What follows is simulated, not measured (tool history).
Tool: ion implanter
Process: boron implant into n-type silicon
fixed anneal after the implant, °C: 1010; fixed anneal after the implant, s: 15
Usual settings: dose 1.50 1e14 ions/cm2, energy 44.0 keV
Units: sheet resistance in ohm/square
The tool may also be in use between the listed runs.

| run | hour | dose | energy | wafers since the last listed run | hours since the last dose calibration | hours since the extraction supply was calibrated | hours since the gauge calibration | read-back reference wafer on the same gauge, sheet resistance | sheet resistance |
|---|---|---|---|---|---|---|---|---|---|
| 1 | 0.0 | 1.50 | 35.0 | 0 | 208.1 | 6561.5 | 642.4 | 531.44 | 535.11 |
| 2 | 46.1 | 1.50 | 35.0 | 730 | 254.2 | 6607.6 | 688.5 | 531.75 | 537.48 |
| 3 | 150.2 | 1.50 | 35.0 | 1650 | 358.3 | 6711.7 | 792.6 | 532.42 | 533.60 |
| 4 | 191.3 | 1.50 | 44.0 | 651 | 399.4 | 6752.8 | 833.7 | 532.04 | 512.10 |
| 5 | 223.3 | 1.50 | 44.0 | 507 | 431.4 | 6784.8 | 865.7 | 532.15 | 519.58 |
| 6 | 324.8 | 1.50 | 44.0 | 1609 | 532.9 | 6886.3 | 967.2 | 532.05 | 512.13 |
| 7 | 393.3 | 1.50 | 44.0 | 1086 | 601.4 | 6954.8 | 1035.7 | 531.98 | 516.13 |
| 8 | 464.2 | 1.50 | 40.5 | 1124 | 672.3 | 7025.7 | 1106.6 | 532.11 | 514.10 |
| 9 | 497.1 | 1.50 | 40.5 | 521 | 705.2 | 7058.6 | 1139.5 | 532.11 | 521.49 |
| 10 | 553.3 | 1.50 | 40.5 | 891 | 761.4 | 7114.8 | 1195.7 | 532.32 | 516.16 |
| 11 | 588.2 | 1.21 | 44.0 | 553 | 796.3 | 7149.7 | 1230.6 | 531.77 | 594.73 |
| 12 | 643.1 | 1.21 | 44.0 | 870 | 851.2 | 7204.6 | 1285.5 | 532.12 | 595.56 |
| 13 | 707.7 | 1.21 | 44.0 | 1024 | 915.8 | 7269.2 | 1350.1 | 532.24 | 600.21 |
| 14 | 744.2 | 1.22 | 44.0 | 578 | 952.3 | 7305.7 | 1386.6 | 531.40 | 588.90 |
| 15 | 800.2 | 1.22 | 44.0 | 887 | 1008.3 | 7361.7 | 1442.6 | 531.50 | 593.14 |
| 16 | 840.1 | 1.22 | 44.0 | 632 | 1048.2 | 7401.6 | 1482.5 | 531.88 | 590.78 |
| 17 | 903.5 | 1.33 | 44.0 | 1005 | 1111.6 | 7465.0 | 1545.9 | 533.00 | 557.05 |
|  | 948.2 | Faraday cup replaced and dose calibrated |
| 18 | 962.1 | 1.33 | 44.0 | 802 | 13.9 | 7523.6 | 1604.5 | 531.74 | 548.06 |
|  | 991.1 | gauge calibrated |
|  | 1000.3 | extraction supply calibrated |
| 19 | 1032.4 | 1.94 | 52.5 | 987 | 84.2 | 32.1 | 41.3 | 532.02 | 404.77 |
| 20 | 1103.1 | 1.50 | 44.0 | 1120 | 154.9 | 102.8 | 112.0 | 532.13 | 495.60 |
| 21 | 1140.5 | 1.78 | 33.5 | 592 | 192.3 | 140.2 | 149.4 | 532.33 | 462.47 |
| 22 | 1243.1 | 1.50 | 44.0 | 1626 | 294.9 | 242.8 | 252.0 | 531.79 | 499.24 |
| 23 | 1269.9 | 1.17 | 31.0 | 424 | 321.7 | 269.6 | 278.8 | 531.90 | 634.31 |
|  | 1284.7 | Faraday cup replaced and dose calibrated, repeated, since the last time left the tool worse |
| 24 | 1319.1 | 1.50 | 44.0 | 653 | 34.4 | 318.8 | 328.0 | 531.86 | 522.80 |
| 25 | 1427.7 | 1.20 | 58.0 | 1721 | 143.0 | 427.4 | 436.6 | 531.71 | 572.31 |
| 26 | 1491.4 | 1.50 | 44.0 | 1009 | 206.7 | 491.1 | 500.3 | 531.42 | 518.10 |
| 27 | 1519.8 | 1.06 | 51.0 | 450 | 235.1 | 519.5 | 528.7 | 532.32 | 642.69 |
| 28 | 1571.9 | 1.50 | 44.0 | 826 | 287.2 | 571.6 | 580.8 | 532.29 | 515.12 |
| 29 | 1622.9 | 1.13 | 52.5 | 808 | 338.2 | 622.6 | 631.8 | 532.28 | 610.84 |
| 30 | 1689.6 | 1.36 | 49.0 | 1057 | 404.9 | 689.3 | 698.5 | 532.21 | 539.49 |
| 31 | 1748.2 | 1.23 | 44.0 | 929 | 463.5 | 747.9 | 757.1 | 532.17 | 593.24 |
| 32 | 1797.7 | 1.50 | 34.0 | 784 | 513.0 | 797.4 | 806.6 | 532.26 | 529.48 |
| 33 | 1829.4 | 1.32 | 58.5 | 502 | 544.7 | 829.1 | 838.3 | 533.07 | 536.79 |
| 34 | 1864.9 | 1.69 | 51.5 | 562 | 580.2 | 864.6 | 873.8 | 532.14 | 457.35 |
| 35 | 1902.1 | 1.32 | 39.5 | 589 | 617.4 | 901.8 | 911.0 | 532.16 | 572.07 |
| 36 | 1955.2 | 1.50 | 44.0 | 841 | 670.5 | 954.9 | 964.1 | 532.11 | 511.58 |

Some steps in sheet resistance between neighbouring runs. How much of each would the tool show without its hidden state too (settings, what came in, random variation), and how much is left for the hidden state, with any gauge scatter that isn't in both results?
The hidden state here: deviation of the true dose from the Faraday cup's reading, %; deviation of the true energy from its setpoint, %; gauge reads high (%).
Run 17 -> 18: Faraday cup replaced and dose calibrated. sheet resistance -8.99 ohm/square: hidden state -8.87, all else -0.12.
Run 18 -> 19: dose 1.33 -> 1.94, energy 44.0 -> 52.5, gauge calibrated, extraction supply calibrated. sheet resistance -143.29 ohm/square: hidden state +3.70, all else -146.99.
Run 22 -> 23: dose 1.50 -> 1.17, energy 44.0 -> 31.0. sheet resistance +135.07 ohm/square: hidden state -7.18, all else +142.25.
Run 23 -> 24: dose 1.17 -> 1.50, energy 31.0 -> 44.0, Faraday cup replaced and dose calibrated, repeated, since the last time left the tool worse. sheet resistance -111.51 ohm/square: hidden state +28.53, all else -140.04.
Run 27 -> 28: dose 1.06 -> 1.50, energy 51.0 -> 44.0. sheet resistance -127.57 ohm/square: hidden state +0.39, all else -127.96.
